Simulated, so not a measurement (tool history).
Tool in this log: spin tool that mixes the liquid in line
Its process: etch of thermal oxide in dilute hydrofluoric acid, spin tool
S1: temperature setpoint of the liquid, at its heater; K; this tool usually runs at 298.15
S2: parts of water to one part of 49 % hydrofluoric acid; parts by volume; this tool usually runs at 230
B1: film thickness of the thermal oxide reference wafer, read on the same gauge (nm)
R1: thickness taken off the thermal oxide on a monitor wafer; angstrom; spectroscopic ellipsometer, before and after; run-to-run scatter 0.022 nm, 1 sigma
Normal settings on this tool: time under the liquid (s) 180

run 1 hour=0.0 | S1=298.15 S2=230 time_under_the_liquid_(s)=180 | B1=49.989 | R1=29.14
run 2 hour=15.4 | S1=298.15 S2=230 time_under_the_liquid_(s)=180 | B1=49.994 | R1=28.66
run 3 hour=49.5 | S1=298.15 S2=230 time_under_the_liquid_(s)=180 | B1=50.003 | R1=29.03
run 4 hour=57.8 | S1=298.15 S2=230 time_under_the_liquid_(s)=180 | B1=50.000 | R1=28.75
run 5 hour=81.4 | S1=298.15 S2=230 time_under_the_liquid_(s)=180 | B1=49.993 | R1=28.78
run 6 hour=89.5 | S1=298.15 S2=230 time_under_the_liquid_(s)=180 | B1=49.998 | R1=28.72
run 7 hour=96.3 | S1=298.15 S2=310 time_under_the_liquid_(s)=205 | B1=50.010 | R1=22.29
-- hour=100.9 hydrofluoric acid flow meter replaced
run 8 hour=109.3 | S1=298.15 S2=310 time_under_the_liquid_(s)=205 | B1=49.996 | R1=20.43
run 9 hour=123.1 | S1=298.15 S2=310 time_under_the_liquid_(s)=205 | B1=50.006 | R1=20.15
-- hour=138.5 thermometer replaced
run 10 hour=139.9 | S1=298.15 S2=310 time_under_the_liquid_(s)=205 | B1=50.002 | R1=20.08
-- hour=148.3 hydrofluoric acid flow meter replaced, repeated, since the last time left the tool worse
-- hour=173.6 gauge calibrated
run 11 hour=186.8 | S1=303.15 S2=190 time_under_the_liquid_(s)=180 | B1=50.004 | R1=48.54
run 12 hour=201.3 | S1=298.15 S2=230 time_under_the_liquid_(s)=180 | B1=50.012 | R1=32.34
run 13 hour=210.3 | S1=298.15 S2=230 time_under_the_liquid_(s)=180 | B1=50.008 | R1=31.63
run 14 hour=219.9 | S1=298.15 S2=195 time_under_the_liquid_(s)=180 | B1=49.993 | R1=39.01
run 15 hour=226.3 | S1=294.65 S2=160 time_under_the_liquid_(s)=120 | B1=49.997 | R1=29.00
run 16 hour=241.3 | S1=294.15 S2=230 time_under_the_liquid_(s)=100 | B1=50.003 | R1=15.34
run 17 hour=247.4 | S1=301.15 S2=165 time_under_the_liquid_(s)=70 | B1=50.002 | R1=20.80

Run 18, settings as shown, results not yet in. Your forecast:
run 18 hour=260.2 | S1=301.65 S2=230 time_under_the_liquid_(s)=230 | B1=? | R1=?

{"run 18": {"B1": 49.976, "R1": 46.52}}
Without the tool's hidden state the same run would have given R1 47.20 angstrom.
